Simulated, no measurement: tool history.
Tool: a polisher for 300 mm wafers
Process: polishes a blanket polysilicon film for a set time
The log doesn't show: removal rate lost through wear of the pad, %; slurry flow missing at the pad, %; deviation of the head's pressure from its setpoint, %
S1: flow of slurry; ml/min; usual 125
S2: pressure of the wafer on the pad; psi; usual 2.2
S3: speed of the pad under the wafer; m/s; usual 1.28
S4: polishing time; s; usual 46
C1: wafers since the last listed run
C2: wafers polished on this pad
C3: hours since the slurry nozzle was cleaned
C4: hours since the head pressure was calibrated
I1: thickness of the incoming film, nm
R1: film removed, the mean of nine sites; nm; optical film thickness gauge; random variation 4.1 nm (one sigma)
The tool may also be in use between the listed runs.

Run 1, hour 0.0: usual settings but S1 105 ml/min; C1 0; C2 1675; C3 209.3; C4 24.3; I1 1035.4. Result: R1 372.1 nm.
At hour 42.0: worn pad replaced by a new one.
Run 2, hour 71.0: usual settings; C1 953; C2 412; C3 280.3; C4 95.3; I1 1044.8. Result: R1 386.9 nm.
Run 3, hour 106.9: usual settings; C1 510; C2 922; C3 316.2; C4 131.2; I1 1052.1. Result: R1 383.1 nm.
Run 4, hour 133.4: usual settings; C1 376; C2 1299; C3 342.7; C4 157.7; I1 1049.2. Result: R1 389.6 nm.
Run 5, hour 179.4: usual settings but S1 110 ml/min, S2 1.7 psi; C1 654; C2 1954; C3 388.7; C4 203.7; I1 1062.7. Result: R1 297.7 nm.
At hour 200.3: slurry nozzle cleaned.
Run 6, hour 229.5: usual settings but S1 110 ml/min, S2 1.7 psi; C1 698; C2 2652; C3 29.2; C4 253.8; I1 1040.6. Result: R1 304.0 nm.
At hour 239.2: worn pad replaced by a new one.
Run 7, hour 271.8: usual settings but S1 110 ml/min, S2 1.7 psi; C1 544; C2 463; C3 71.5; C4 296.1; I1 1051.5. Result: R1 305.2 nm.
Run 8, hour 317.7: usual settings but S4 40 s; C1 652; C2 1116; C3 117.4; C4 342.0; I1 1042.6. Result: R1 335.1 nm.
Run 9, hour 349.1: usual settings but S4 40 s; C1 446; C2 1563; C3 148.8; C4 373.4; I1 1068.8. Result: R1 337.5 nm.
Run 10, hour 389.3: usual settings but S4 50 s; C1 571; C2 2135; C3 189.0; C4 413.6; I1 1047.0. Result: R1 427.6 nm.
At hour 412.7: worn pad replaced by a new one.
Run 11, hour 447.2: usual settings but S1 110 ml/min, S2 1.7 psi; C1 766; C2 491; C3 246.9; C4 471.5; I1 1050.8. Result: R1 304.6 nm.
Run 12, hour 500.7: usual settings but S1 165 ml/min, S3 1.44 m/s, S4 33 s; C1 761; C2 1252; C3 300.4; C4 525.0; I1 1049.1. Result: R1 331.1 nm.
Run 13, hour 534.7: usual settings; C1 483; C2 1735; C3 334.4; C4 559.0; I1 1051.8. Result: R1 389.8 nm.
At hour 562.8: slurry nozzle cleaned.
At hour 582.2: worn pad replaced by a new one.
Run 14, hour 598.7: usual settings but S1 80 ml/min, S2 1.5 psi; C1 839; C2 234; C3 35.9; C4 623.0; I1 1043.4. Result: R1 243.0 nm.
Run 15, hour 670.4: usual settings; C1 1020; C2 1254; C3 107.6; C4 694.7; I1 1064.6. Result: R1 391.8 nm.
At hour 686.2: head pressure recalibrated.
Run 16, hour 710.3: usual settings but S2 1.6 psi, S3 1.06 m/s, S4 54 s; C1 539; C2 1793; C3 147.5; C4 24.1; I1 1037.8. Result: R1 282.2 nm.
At hour 749.8: worn pad replaced by a new one.
Run 17, hour 762.3: usual settings but S2 2.9 psi, S3 1.54 m/s; C1 682; C2 177; C3 199.5; C4 76.1; I1 1051.3. Result: R1 617.9 nm.

The next listed run, before its measurement:
Run 18, hour 793.3: usual settings but S3 1.16 m/s; C1 441; C2 618; C3 230.5; C4 107.1; I1 1034.1. Result: R1 ?.

R1: 352.2 nm
Without the tool's hidden state the same run would have given R1 352.2 nm.
